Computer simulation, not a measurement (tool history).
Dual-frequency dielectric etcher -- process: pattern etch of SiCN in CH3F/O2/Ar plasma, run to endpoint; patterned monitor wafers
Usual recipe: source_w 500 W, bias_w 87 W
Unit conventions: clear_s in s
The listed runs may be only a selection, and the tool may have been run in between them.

run	day	source_w	bias_w	incoming incoming film thickness, nm	clear_s
1	0	500	80	12.58	30
2	0.858	500	87	12.42	28.6
3	1.488	500	87	12.53	28.8
4	2.817	500	87	12.48	28.7
5	3.788	500	87	12.57	29
6	4.938	500	87	12.47	28.7
7	5.933	500	87	12.46	28.9
8	7.183	500	87	12.49	29
9	8.154	500	98	12.5	27.3
# day 8.346: bias power generator calibrated
10	8.854	500	87	12.59	29.5
# day 10.458: wet clean of the chamber
11	10.479	430	87	12.61	30.2
12	10.738	500	67	12.5	32.1
13	12.05	470	71	12.38	31.9
14	13.088	500	80	12.51	29.5
15	14.008	390	87	12.43	31.4
# day 14.525: source power generator calibrated
16	14.925	530	87	12.51	27.6
17	16.408	440	79	12.45	31.3
# day 18.283: upper electrode replaced
18	18.304	410	109	12.57	28
19	18.758	440	70	12.37	33.5
20	19.904	430	93	12.47	29.3
21	20.792	500	74	12.49	31.3
22	22.025	500	87	12.5	28.7
23	22.896	500	65	12.53	33.5

Each row is a separate what-if for the run after 23, all from the same tool condition, not one after another. Results?
A	22.912	500	97	12.36	?
B	22.912	620	104	12.36	?
C	22.912	420	81	12.36	?

run	clear_s
A	26.8
B	23.6
C	31.9
What these runs would have given with no unlogged condition in the tool:
run	clear_s
A	26.2
B	23
C	31.1
